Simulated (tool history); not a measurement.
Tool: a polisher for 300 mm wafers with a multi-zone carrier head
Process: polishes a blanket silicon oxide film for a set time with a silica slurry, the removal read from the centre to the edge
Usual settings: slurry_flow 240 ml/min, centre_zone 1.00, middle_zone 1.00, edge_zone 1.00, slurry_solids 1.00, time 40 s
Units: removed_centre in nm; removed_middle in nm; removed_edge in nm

run	hour	slurry_flow	centre_zone	middle_zone	edge_zone	slurry_solids	time	wafers since the last listed run	wafers polished on this pad	hours since the slurry nozzle was cleaned	hours since the centre zone pressure was calibrated	hours since the edge zone pressure was calibrated	hours since the carrier head's membrane was replaced	incoming thickness of the incoming film, nm	removed_centre	removed_middle	removed_edge
1	0.0	240	1.04	1.00	1.00	1.00	40	0	3430	134.3	554.9	561.5	930.3	1064.4	169.7	158.6	156.1
# hour 47.1: centre zone pressure recalibrated
2	47.6	240	1.04	1.00	1.00	1.00	40	566	3997	181.9	0.5	609.1	977.9	1073.5	161.1	154.7	152.9
# hour 98.9: worn pad replaced by a new one
3	144.1	240	1.00	1.00	1.00	1.00	40	1148	561	278.4	97.0	705.6	1074.4	1060.4	154.4	156.0	150.4
4	195.7	240	1.00	1.00	1.00	1.00	40	640	1202	330.0	148.6	757.2	1126.0	1069.7	156.3	154.2	151.2
# hour 247.5: edge zone pressure recalibrated
5	280.8	240	0.92	1.00	1.00	1.00	40	1032	2234	415.1	233.7	33.3	1211.1	1074.9	136.9	149.2	149.0
# hour 309.3: slurry nozzle cleaned
6	365.5	295	0.93	1.00	1.00	1.00	33	1039	3274	56.2	318.4	118.0	1295.8	1072.4	127.1	133.1	131.1
7	416.1	240	1.00	1.00	1.00	1.00	40	628	3903	106.8	369.0	168.6	1346.4	1057.6	162.0	160.2	155.5
8	452.8	180	1.00	1.08	1.00	1.15	45	455	4359	143.5	405.7	205.3	1383.1	1080.7	188.1	197.6	180.7
# hour 467.5: worn pad replaced by a new one
9	497.1	310	0.92	1.05	1.00	1.00	40	500	367	187.8	450.0	249.6	1427.4	1067.0	150.2	165.9	158.0
10	559.4	160	1.03	0.92	1.00	1.00	40	773	1141	250.1	512.3	311.9	1489.7	1059.1	152.9	137.7	147.5
11	628.2	240	1.00	1.00	1.00	1.00	40	854	1996	318.9	581.1	380.7	1558.5	1049.6	158.0	153.1	153.4
# hour 639.9: centre zone pressure recalibrated
# hour 697.1: slurry nozzle cleaned
# hour 698.7: carrier head's membrane replaced by a new one
12	704.5	240	0.90	1.09	1.00	0.80	40	890	2887	7.4	64.6	457.0	5.8	1070.3	120.5	147.8	132.7
13	752.8	320	1.00	1.00	1.00	1.00	40	599	3487	55.7	112.9	505.3	54.1	1046.4	162.1	162.1	160.4
14	801.7	280	1.00	1.00	1.00	1.00	40	607	4094	104.6	161.8	554.2	103.0	1075.2	159.4	160.6	154.1
15	902.2	240	1.11	1.00	1.00	1.00	40	1248	5342	205.1	262.3	654.7	203.5	1058.6	176.6	157.3	155.3
# hour 911.1: worn pad replaced by a new one
16	1005.2	240	1.00	0.89	1.07	1.00	40	1229	1169	308.1	365.3	757.7	306.5	1084.5	154.8	139.5	156.4
17	1063.5	240	1.00	1.00	1.10	1.00	40	724	1893	366.4	423.6	816.0	364.8	1073.8	154.8	151.0	154.6
# hour 1098.5: edge zone pressure recalibrated
# hour 1132.4: centre zone pressure recalibrated
# hour 1132.5: slurry nozzle cleaned
18	1169.0	295	1.00	1.07	1.00	1.00	40	1259	3153	36.5	36.6	70.5	470.3	1064.4	161.2	172.0	156.6
19	1217.7	190	1.00	1.00	1.00	1.25	40	604	3758	85.2	85.3	119.2	519.0	1092.2	172.6	171.5	172.2
20	1291.6	240	1.00	1.00	1.08	1.00	40	917	4676	159.1	159.2	193.1	592.9	1073.0	159.5	158.0	162.5
# hour 1346.3: worn pad replaced by a new one
21	1396.1	240	1.00	1.00	1.00	1.00	40	1248	618	263.6	263.7	297.6	697.4	1065.5	156.8	150.9	153.2

Forecast each of these 4 alternatives for the next run:
A	1396.5	240	1.00	1.00	1.00	1.00	40	4	623	264.0	264.1	298.0	697.8	1077.6	?	?	?
B	1396.5	300	1.00	0.94	1.00	0.75	53	4	623	264.0	264.1	298.0	697.8	1077.6	?	?	?
C	1396.5	240	1.00	0.91	1.00	1.20	53	4	623	264.0	264.1	298.0	697.8	1077.6	?	?	?
D	1396.5	240	1.00	1.00	0.96	1.00	40	4	623	264.0	264.1	298.0	697.8	1077.6	?	?	?

run	removed_centre	removed_middle	removed_edge
A	156.5	156.3	152.7
B	174.6	165.1	169.0
C	228.8	211.3	223.7
D	156.5	156.3	149.7
Without the tool's hidden state the same runs would have given:
run	removed_centre	removed_middle	removed_edge
A	156.2	159.7	155.1
B	173.5	168.0	171.2
C	228.4	215.8	227.2
D	156.2	159.7	152.1
